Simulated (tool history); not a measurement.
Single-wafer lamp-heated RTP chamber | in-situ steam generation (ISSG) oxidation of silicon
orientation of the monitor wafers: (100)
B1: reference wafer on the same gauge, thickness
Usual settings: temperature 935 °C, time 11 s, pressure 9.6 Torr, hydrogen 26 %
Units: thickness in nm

{"run": 1, "hour": 0.0, "temperature": 935, "time": 11, "pressure": 9.6, "hydrogen": 26, "B1": 3.986, "thickness": 3.596}
{"run": 2, "hour": 44.7, "temperature": 935, "time": 11, "pressure": 10.2, "hydrogen": 26, "B1": 3.988, "thickness": 3.561}
{"run": 3, "hour": 61.4, "temperature": 935, "time": 10, "pressure": 9.6, "hydrogen": 22, "B1": 3.989, "thickness": 3.359}
{"run": 4, "hour": 68.4, "temperature": 935, "time": 9, "pressure": 9.6, "hydrogen": 26, "B1": 3.999, "thickness": 3.369}
{"run": 5, "hour": 77.1, "temperature": 935, "time": 9, "pressure": 9.6, "hydrogen": 26, "B1": 3.99, "thickness": 3.354}
{"run": 6, "hour": 87.9, "temperature": 935, "time": 9, "pressure": 9.6, "hydrogen": 26, "B1": 3.99, "thickness": 3.344}
{"run": 7, "hour": 94.0, "temperature": 920, "time": 11, "pressure": 9.6, "hydrogen": 26, "B1": 3.994, "thickness": 3.48}
{"run": 8, "hour": 106.7, "temperature": 935, "time": 11, "pressure": 9.6, "hydrogen": 26, "B1": 3.989, "thickness": 3.586}
{"run": 9, "hour": 122.6, "temperature": 935, "time": 11, "pressure": 9.6, "hydrogen": 26, "B1": 3.983, "thickness": 3.59}
{"run": 10, "hour": 132.7, "temperature": 935, "time": 11, "pressure": 9.6, "hydrogen": 26, "B1": 3.989, "thickness": 3.575}
{"run": 11, "hour": 165.3, "temperature": 935, "time": 11, "pressure": 9.6, "hydrogen": 30, "B1": 3.99, "thickness": 3.741}
{"run": 12, "hour": 178.4, "temperature": 935, "time": 11, "pressure": 9.6, "hydrogen": 30, "B1": 3.985, "thickness": 3.731}
{"run": 13, "hour": 205.5, "temperature": 935, "time": 11, "pressure": 9.6, "hydrogen": 26, "B1": 3.986, "thickness": 3.611}
{"run": 14, "hour": 212.8, "temperature": 935, "time": 11, "pressure": 9.6, "hydrogen": 26, "B1": 3.99, "thickness": 3.638}
{"run": 15, "hour": 227.9, "temperature": 935, "time": 11, "pressure": 9.6, "hydrogen": 26, "B1": 3.987, "thickness": 3.621}
{"run": 16, "hour": 237.4, "temperature": 950, "time": 12, "pressure": 9.1, "hydrogen": 30, "B1": 3.988, "thickness": 4.11}
{"run": 17, "hour": 249.4, "temperature": 935, "time": 11, "pressure": 9.1, "hydrogen": 16, "B1": 3.994, "thickness": 3.288}
{"run": 18, "hour": 265.0, "temperature": 935, "time": 11, "pressure": 9.6, "hydrogen": 26, "B1": 3.993, "thickness": 3.661}
{"run": 19, "hour": 278.6, "temperature": 935, "time": 11, "pressure": 9.6, "hydrogen": 26, "B1": 3.994, "thickness": 3.687}
{"run": 20, "hour": 296.4, "temperature": 918, "time": 8, "pressure": 8.5, "hydrogen": 32, "B1": 3.987, "thickness": 3.364}
{"run": 21, "hour": 308.0, "temperature": 935, "time": 7, "pressure": 10.2, "hydrogen": 23, "B1": 3.992, "thickness": 2.927}
{"run": 22, "hour": 321.0, "temperature": 935, "time": 11, "pressure": 9.6, "hydrogen": 26, "B1": 3.993, "thickness": 3.559}
{"run": 23, "hour": 334.4, "temperature": 935, "time": 11, "pressure": 10.2, "hydrogen": 32, "B1": 3.991, "thickness": 3.693}
{"run": 24, "hour": 351.3, "temperature": 935, "time": 7, "pressure": 9.6, "hydrogen": 17, "B1": 3.999, "thickness": 2.769}
{"run": 25, "hour": 368.9, "temperature": 952, "time": 11, "pressure": 9.0, "hydrogen": 26, "B1": 3.986, "thickness": 3.768}
{"run": 26, "hour": 385.9, "temperature": 935, "time": 7, "pressure": 9.6, "hydrogen": 26, "B1": 3.988, "thickness": 3.053}
{"run": 27, "hour": 392.3, "temperature": 935, "time": 11, "pressure": 9.6, "hydrogen": 26, "B1": 3.995, "thickness": 3.563}
{"run": 28, "hour": 398.4, "temperature": 935, "time": 7, "pressure": 9.6, "hydrogen": 22, "B1": 3.992, "thickness": 2.964}
{"run": 29, "hour": 412.0, "temperature": 935, "time": 11, "pressure": 9.6, "hydrogen": 26, "B1": 3.991, "thickness": 3.548}
{"run": 30, "hour": 422.2, "temperature": 935, "time": 11, "pressure": 9.6, "hydrogen": 26, "B1": 3.989, "thickness": 3.601}

Taken out of this log: 5 entries between the listed runs. Where each belongs, and how the hidden state differs across it:
Between runs 8 and 9: hydrogen flow controller replaced (hour 121.9)
  true wafer temperature minus pyrometer reading, K: 5.96 -> 6.04
  measured less the result without the state, thickness: +0.046 -> +0.047 nm
Between runs 12 and 13: pyrometer window cleaned and pyrometer calibrated (hour 201.0); pressure gauge zeroed (hour 205.0)
  true wafer temperature minus pyrometer reading, K: 6.26 -> 10.5
  measured less the result without the state, thickness: +0.051 -> +0.082 nm
Between runs 13 and 14: gauge calibrated (hour 205.5)
  true wafer temperature minus pyrometer reading, K: 10.5 -> 10.7
  measured less the result without the state, thickness: +0.082 -> +0.085 nm
Between runs 19 and 20: pyrometer window cleaned and pyrometer calibrated, repeated, since the last time left the tool worse (hour 288.9)
  true wafer temperature minus pyrometer reading, K: 12.8 -> 1.25
  measured less the result without the state, thickness: +0.103 -> +0.007 nm

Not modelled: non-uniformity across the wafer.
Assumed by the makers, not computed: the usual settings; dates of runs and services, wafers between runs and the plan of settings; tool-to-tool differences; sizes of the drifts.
